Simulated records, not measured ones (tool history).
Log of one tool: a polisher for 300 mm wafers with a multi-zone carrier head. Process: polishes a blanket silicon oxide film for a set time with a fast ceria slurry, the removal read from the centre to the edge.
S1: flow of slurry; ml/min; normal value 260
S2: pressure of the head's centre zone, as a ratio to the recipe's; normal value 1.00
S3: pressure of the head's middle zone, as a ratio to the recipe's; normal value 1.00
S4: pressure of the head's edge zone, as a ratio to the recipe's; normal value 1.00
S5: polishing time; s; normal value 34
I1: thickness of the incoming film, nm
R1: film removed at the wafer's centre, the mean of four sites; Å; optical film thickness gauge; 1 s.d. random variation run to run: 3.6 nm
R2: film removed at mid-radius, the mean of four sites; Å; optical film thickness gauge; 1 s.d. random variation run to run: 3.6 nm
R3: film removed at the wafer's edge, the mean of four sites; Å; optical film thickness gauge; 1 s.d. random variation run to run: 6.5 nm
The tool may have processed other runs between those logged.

run     day   S1    S2    S3    S4  S5      I1    R1    R2    R3
  1   0.000  260  1.00  1.00  1.00  34  3240.5  5687  5745  5683
  2   0.258  260  1.00  0.92  1.00  34  3198.8  5731  5405  5716
  3   0.538  260  1.00  1.00  1.00  45  3220.8  7512  7642  7394
  4   1.246  285  0.96  1.00  0.97  34  3188.7  5486  5695  5506
  5   1.746  260  1.00  1.00  1.00  34  3238.0  5593  5542  5517
  6   2.346  230  1.00  0.91  1.05  34  3238.5  5319  5171  5477
  7   2.892  330  1.09  0.96  1.00  46  3222.8  8487  7661  7540
  8   3.558  260  0.92  1.00  1.00  34  3233.7  5093  5598  5524
  9   4.246  260  1.06  1.04  1.00  42  3247.1  7167  7023  6912
 10   4.621  260  1.00  1.00  1.07  44  3211.6  7099  7144  7499
 11   4.992  260  0.95  1.06  1.09  28  3206.5  4216  4683  4689
 12   5.442  200  0.89  0.88  1.00  45  3223.7  5892  6368  6992
 13   5.825  260  1.00  1.00  1.00  34  3211.6  5308  5398  5473
 14   6.496  260  1.00  1.00  1.00  46  3192.2  7058  7131  7202
 15   6.925  260  0.95  1.04  1.00  34  3206.0  4925  5366  5370
 16   7.254  260  1.00  1.00  1.00  39  3249.8  5906  6055  6043
 17   7.562  260  1.00  1.00  1.00  34  3207.6  5306  5418  5401
 18   7.979  260  1.04  1.08  1.09  38  3207.9  6078  6227  6330
 19   8.629  260  1.00  1.06  1.00  34  3186.3  5783  5988  5713
 20   9.033  290  1.00  1.00  1.00  34  3179.3  5749  5818  5844
 21   9.558  285  0.93  1.00  1.00  42  3174.9  6542  7145  7008
 22  10.000  260  1.08  1.00  1.00  34  3229.6  6091  5644  5617
 23  10.738  260  0.94  1.00  1.00  34  3177.7  5206  5586  5583

Put back what was entered between runs (5 entries, withheld): which listed runs does each sit between, and how does the hidden state differ from the listed run before to the listed run after?
After run 5, before run 6: edge zone pressure recalibrated (day 2.150); carrier head's membrane replaced by a new one (day 2.312)
  removal rate lost through wear of the pad, %: 2.04 -> 2.76; slurry flow missing at the pad, %: 15.8 -> 18.1
  difference, measured minus the result without the unlogged condition, R1: -267 -> -347 Å; R2: -250 -> -318 Å; R3: -216 -> -290 Å
After run 6, before run 7: worn pad replaced by a new one (day 2.858)
  removal rate lost through wear of the pad, %: 2.76 -> 0.437; slurry flow missing at the pad, %: 18.1 -> 20.1
  difference, measured minus the result without the unlogged condition, R1: -347 -> -272 Å; R2: -318 -> -226 Å; R3: -290 -> -177 Å
After run 16, before run 17: worn pad replaced by a new one (day 7.438)
  removal rate lost through wear of the pad, %: 3.62 -> 0.505; slurry flow missing at the pad, %: 36.4 -> 37.5
  difference, measured minus the result without the unlogged condition, R1: -751 -> -514 Å; R2: -712 -> -471 Å; R3: -581 -> -351 Å
After run 18, before run 19: slurry nozzle cleaned (day 8.596)
  removal rate lost through wear of the pad, %: 0.551 -> 0.736; slurry flow missing at the pad, %: 39.1 -> 4.25
  difference, measured minus the result without the unlogged condition, R1: -633 -> -78 Å; R2: -583 -> -78 Å; R3: -441 -> -66 Å
